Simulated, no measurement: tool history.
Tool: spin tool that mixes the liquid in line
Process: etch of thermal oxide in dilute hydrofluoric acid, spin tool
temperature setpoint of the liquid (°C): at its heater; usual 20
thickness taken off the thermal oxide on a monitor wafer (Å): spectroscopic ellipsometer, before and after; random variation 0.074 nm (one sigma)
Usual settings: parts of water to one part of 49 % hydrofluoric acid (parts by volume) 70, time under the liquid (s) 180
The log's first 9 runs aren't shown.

| run | day | temperature setpoint of the liquid (°C) | parts of water to one part of 49 % hydrofluoric acid (parts by volume) | time under the liquid (s) | read-back film thickness of the thermal oxide reference wafer, read on the same gauge (nm) | thickness taken off the thermal oxide on a monitor wafer (Å) |
|---|---|---|---|---|---|---|
| 10 | 20.383 | 20 | 70 | 180 | 79.99 | 109.4 |
|  | 22.312 | hydrofluoric acid flow meter replaced |
| 11 | 22.492 | 20 | 70 | 180 | 80 | 110.3 |
|  | 22.492 | gauge calibrated |
| 12 | 24.925 | 20 | 70 | 180 | 79.99 | 110.1 |
| 13 | 27.121 | 20 | 70 | 180 | 80.01 | 110.1 |
| 14 | 29.367 | 20 | 70 | 180 | 79.99 | 110 |
| 15 | 32.367 | 20 | 70 | 180 | 79.99 | 110.8 |
| 16 | 34.238 | 17 | 70 | 245 | 80.01 | 133.7 |
|  | 35.162 | thermometer replaced |
| 17 | 35.438 | 20 | 95 | 80 | 80.01 | 34.7 |
| 18 | 37.621 | 20 | 70 | 220 | 80 | 135 |
| 19 | 40.05 | 20 | 35 | 140 | 80 | 177.3 |
| 20 | 41.217 | 17 | 80 | 270 | 80 | 125.3 |
| 21 | 44.188 | 23.5 | 80 | 255 | 80.01 | 156.8 |
| 22 | 46.458 | 20 | 95 | 95 | 79.99 | 41.6 |
| 23 | 48.817 | 18 | 70 | 150 | 79.98 | 84.8 |
|  | 48.975 | hydrofluoric acid flow meter replaced |
| 24 | 50.396 | 20 | 50 | 180 | 80 | 157.5 |
| 25 | 53.083 | 20 | 70 | 180 | 79.99 | 110.3 |
| 26 | 54.754 | 20 | 95 | 140 | 80.01 | 60.9 |
| 27 | 57.746 | 20 | 40 | 180 | 80 | 200.4 |
| 28 | 60.288 | 23 | 85 | 220 | 79.97 | 123.4 |
| 29 | 62.042 | 20 | 60 | 110 | 79.99 | 79.9 |
| 30 | 63.75 | 20 | 70 | 180 | 80.01 | 110 |

4 ways to go on from here, each from the tool as it stands after run 30. What would each give?
| A | 63.771 | 20 | 70 | 180 | ? | ? |
| B | 63.771 | 20 | 70 | 245 | ? | ? |
| C | 63.771 | 22 | 95 | 265 | ? | ? |
| D | 63.771 | 17.5 | 70 | 180 | ? | ? |

| run | read-back film thickness of the thermal oxide reference wafer, read on the same gauge (nm) | thickness taken off the thermal oxide on a monitor wafer (Å) |
|---|---|---|
| A | 80 | 110.7 |
| B | 80 | 150.7 |
| C | 80 | 126.6 |
| D | 80 | 99.6 |
Without the tool's hidden state the same runs would have given:
| run | thickness taken off the thermal oxide on a monitor wafer (Å) |
|---|---|
| A | 110.7 |
| B | 150.7 |
| C | 126.6 |
| D | 99.6 |
